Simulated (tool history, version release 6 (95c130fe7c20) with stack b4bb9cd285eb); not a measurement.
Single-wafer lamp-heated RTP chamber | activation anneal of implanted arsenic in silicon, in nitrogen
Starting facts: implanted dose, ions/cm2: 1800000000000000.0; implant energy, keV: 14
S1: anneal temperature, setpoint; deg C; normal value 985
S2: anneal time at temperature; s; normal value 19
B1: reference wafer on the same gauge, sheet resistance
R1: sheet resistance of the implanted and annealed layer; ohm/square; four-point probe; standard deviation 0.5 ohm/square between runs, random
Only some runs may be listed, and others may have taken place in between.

run	hour	S1	S2	B1	R1
1	0.0	966	19	126.91	122.78
2	24.9	966	19	126.95	121.89
3	58.1	966	19	126.97	122.04
4	86.9	985	19	127.15	110.02
5	121.2	975	19	126.93	115.44
6	134.6	975	19	126.93	116.29
7	164.4	975	19	126.97	115.71
8	184.6	985	19	126.99	109.24
9	200.8	985	19	126.97	108.82
10	228.8	985	19	126.96	109.47
11	253.4	970	19	127.13	118.36
12	287.5	985	19	126.98	109.54
13	321.0	985	19	127.03	109.18
14	362.5	985	19	127.06	108.95
# hour 373.8: gauge calibrated
# hour 394.6: pyrometer window cleaned and pyrometer calibrated
15	395.1	985	19	126.91	112.44
16	408.5	985	19	126.96	112.79
17	440.5	985	19	126.78	112.39
18	474.4	1006	14	127.03	104.58
19	504.3	993	13	126.87	114.06

Predict the results of run 20:
20	526.8	958	11	?	?

{"run 20": {"B1": 126.92, "R1": 137.62}}
Minus the tool's unlogged condition, the same run would have read R1 143.46 ohm/square.

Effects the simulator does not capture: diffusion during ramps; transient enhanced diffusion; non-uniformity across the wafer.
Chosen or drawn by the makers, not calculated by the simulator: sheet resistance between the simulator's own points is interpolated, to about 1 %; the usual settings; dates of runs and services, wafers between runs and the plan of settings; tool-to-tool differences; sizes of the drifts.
